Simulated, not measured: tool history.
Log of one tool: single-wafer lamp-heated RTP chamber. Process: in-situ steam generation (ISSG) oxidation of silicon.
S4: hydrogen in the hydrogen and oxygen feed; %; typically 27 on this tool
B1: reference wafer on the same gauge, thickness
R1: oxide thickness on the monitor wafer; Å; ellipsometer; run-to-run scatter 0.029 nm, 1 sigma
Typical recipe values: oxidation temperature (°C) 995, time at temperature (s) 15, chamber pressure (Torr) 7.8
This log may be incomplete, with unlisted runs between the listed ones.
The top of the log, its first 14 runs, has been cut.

{"run": 15, "hour": 671.0, "oxidation temperature (°C)": 995, "time at temperature (s)": 15, "chamber pressure (Torr)": 7.8, "S4": 27, "B1": 3.953, "R1": 50.19}
{"run": 16, "hour": 707.3, "oxidation temperature (°C)": 995, "time at temperature (s)": 20, "chamber pressure (Torr)": 7.8, "S4": 27, "B1": 3.961, "R1": 57.31}
{"run": 17, "hour": 741.5, "oxidation temperature (°C)": 986, "time at temperature (s)": 15, "chamber pressure (Torr)": 7.0, "S4": 23, "B1": 3.958, "R1": 46.24}
{"run": 18, "hour": 811.1, "oxidation temperature (°C)": 1015, "time at temperature (s)": 15, "chamber pressure (Torr)": 7.8, "S4": 31, "B1": 3.956, "R1": 56.43}
{"hour": 819.8, "done": "pyrometer window cleaned and pyrometer calibrated"}
{"hour": 860.2, "done": "pressure gauge zeroed"}
{"hour": 881.6, "done": "hydrogen flow controller replaced"}
{"run": 19, "hour": 882.1, "oxidation temperature (°C)": 995, "time at temperature (s)": 9, "chamber pressure (Torr)": 7.3, "S4": 27, "B1": 3.96, "R1": 39.68}
{"run": 20, "hour": 917.4, "oxidation temperature (°C)": 1011, "time at temperature (s)": 20, "chamber pressure (Torr)": 7.8, "S4": 20, "B1": 3.965, "R1": 55.99}
{"run": 21, "hour": 982.3, "oxidation temperature (°C)": 995, "time at temperature (s)": 18, "chamber pressure (Torr)": 6.9, "S4": 19, "B1": 3.963, "R1": 48.71}
{"hour": 1001.0, "done": "gauge calibrated"}
{"run": 22, "hour": 1041.5, "oxidation temperature (°C)": 982, "time at temperature (s)": 15, "chamber pressure (Torr)": 7.8, "S4": 27, "B1": 3.957, "R1": 47.07}
{"run": 23, "hour": 1072.4, "oxidation temperature (°C)": 995, "time at temperature (s)": 15, "chamber pressure (Torr)": 6.9, "S4": 24, "B1": 3.958, "R1": 47.81}
{"run": 24, "hour": 1133.4, "oxidation temperature (°C)": 995, "time at temperature (s)": 15, "chamber pressure (Torr)": 7.8, "S4": 27, "B1": 3.966, "R1": 49.5}
{"run": 25, "hour": 1200.7, "oxidation temperature (°C)": 989, "time at temperature (s)": 13, "chamber pressure (Torr)": 7.8, "S4": 32, "B1": 3.959, "R1": 48.05}
{"run": 26, "hour": 1246.3, "oxidation temperature (°C)": 995, "time at temperature (s)": 15, "chamber pressure (Torr)": 7.8, "S4": 27, "B1": 3.957, "R1": 49.47}
{"run": 27, "hour": 1311.9, "oxidation temperature (°C)": 995, "time at temperature (s)": 15, "chamber pressure (Torr)": 7.8, "S4": 27, "B1": 3.961, "R1": 50.11}
{"run": 28, "hour": 1377.4, "oxidation temperature (°C)": 986, "time at temperature (s)": 13, "chamber pressure (Torr)": 7.2, "S4": 32, "B1": 3.956, "R1": 47.83}
{"run": 29, "hour": 1449.4, "oxidation temperature (°C)": 986, "time at temperature (s)": 15, "chamber pressure (Torr)": 7.0, "S4": 23, "B1": 3.958, "R1": 46.66}
{"hour": 1506.5, "done": "pyrometer window cleaned and pyrometer calibrated"}
{"run": 30, "hour": 1510.2, "oxidation temperature (°C)": 995, "time at temperature (s)": 15, "chamber pressure (Torr)": 7.8, "S4": 27, "B1": 3.962, "R1": 49.42}

What if the next run were any one of these 5? Each begins from the tool's condition after run 30:
{"run": "A", "hour": 1510.7, "oxidation temperature (°C)": 995, "time at temperature (s)": 19, "chamber pressure (Torr)": 7.8, "S4": 27, "B1": "?", "R1": "?"}
{"run": "B", "hour": 1510.7, "oxidation temperature (°C)": 1003, "time at temperature (s)": 11, "chamber pressure (Torr)": 6.9, "S4": 32, "B1": "?", "R1": "?"}
{"run": "C", "hour": 1510.7, "oxidation temperature (°C)": 981, "time at temperature (s)": 15, "chamber pressure (Torr)": 7.0, "S4": 27, "B1": "?", "R1": "?"}
{"run": "D", "hour": 1510.7, "oxidation temperature (°C)": 987, "time at temperature (s)": 10, "chamber pressure (Torr)": 7.8, "S4": 20, "B1": "?", "R1": "?"}
{"run": "E", "hour": 1510.7, "oxidation temperature (°C)": 1007, "time at temperature (s)": 15, "chamber pressure (Torr)": 7.8, "S4": 27, "B1": "?", "R1": "?"}

run=A B1=3.954 R1=54.34
run=B B1=3.954 R1=46.53
run=C B1=3.954 R1=46.66
run=D B1=3.954 R1=37.30
run=E B1=3.954 R1=51.29
Without the tool's hidden state the same runs would have given:
run=A R1=54.33
run=B R1=46.53
run=C R1=46.66
run=D R1=37.30
run=E R1=51.28
